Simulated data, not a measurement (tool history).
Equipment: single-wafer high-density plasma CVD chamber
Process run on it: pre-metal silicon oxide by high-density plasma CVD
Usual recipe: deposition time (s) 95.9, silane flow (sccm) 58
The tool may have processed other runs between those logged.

run,hour,deposition time (s),silane flow (sccm),wafers since the last listed run,hours since the silane flow controller was replaced,hours since the gauge calibration,"read-back reference wafer on the same gauge, thickness_nm",mean film thickness on the monitor wafer (angstrom)
1,0,108,67,0,2317.3,1120.6,616.995,7051.62
2,56.4,108,67,1217,2373.7,1177,616.749,7086.71
3,84.8,95.9,58,613,2402.1,1205.4,616.564,5804.73
4,111.4,95.9,58,574,2428.7,1232,617.165,5789.19
5,149.3,95.9,58,818,2466.6,1269.9,617.22,5838.58
6,217.2,95.9,58,1465,2534.5,1337.8,617.243,5831.14
7,271.8,95.9,58,1178,2589.1,1392.4,616.938,5792.05
8,318.4,105.2,58,1005,2635.7,1439,617.011,6383.87
9,368.8,105.2,58,1087,2686.1,1489.4,616.805,6403.62
10,428.1,95.9,64,1280,2745.4,1548.7,617.372,6123.39
11,496.3,95.9,58,1472,2813.6,1616.9,617.172,5835.94
12,523,95.9,58,576,2840.3,1643.6,617.159,5811.51
13,560.4,87.6,52,807,2877.7,1681,616.948,5005.91
14,587.4,95.9,58,582,2904.7,1708,616.396,5812.12
15,651.2,95.9,58,1377,2968.5,1771.8,616.765,5843.66
16,722.9,95.9,58,1547,3040.2,1843.5,617.05,5800.27
17,778.7,95.9,58,1204,3096,1899.3,617,5827.83
18,832.6,84.1,58,1163,3149.9,1953.2,616.503,5123.85
19,895.6,95.9,58,1359,3212.9,2016.2,616.662,5819.23
20,924.1,95.9,58,615,3241.4,2044.7,616.984,5806.45
21,971.1,95.9,58,1014,3288.4,2091.7,616.936,5861.92
# hour 1021.9: silane flow controller replaced
22,1025.8,95.9,58,1008,3.9,2146.4,616.781,5921.92
23,1061.5,95.9,58,770,39.6,2182.1,616.514,5987.37
24,1096,113.9,48,744,74.1,2216.6,616.867,6452.05
25,1155.9,109.3,67,1293,134,2276.5,617.24,7374.98
26,1213.6,95.9,54,1245,191.7,2334.2,617.399,5705.17
27,1276.7,95.9,58,1362,254.8,2397.3,617.211,5938.38
# hour 1297.3: gauge calibrated
28,1327,90,52,1085,305.1,29.7,616.855,5271.71
29,1395.8,102.8,58,1485,373.9,98.5,616.881,6409.2

Predict the results of run 30:
30,1432.6,90.7,70,794,410.7,135.3,?,?

{"run 30": {"read-back reference wafer on the same gauge, thickness_nm": 617.18, "mean film thickness on the monitor wafer (angstrom)": 6249.17}}
With the hidden condition absent and the run-to-run variation left alone, this run would have shown mean film thickness on the monitor wafer (angstrom) 6002.66.
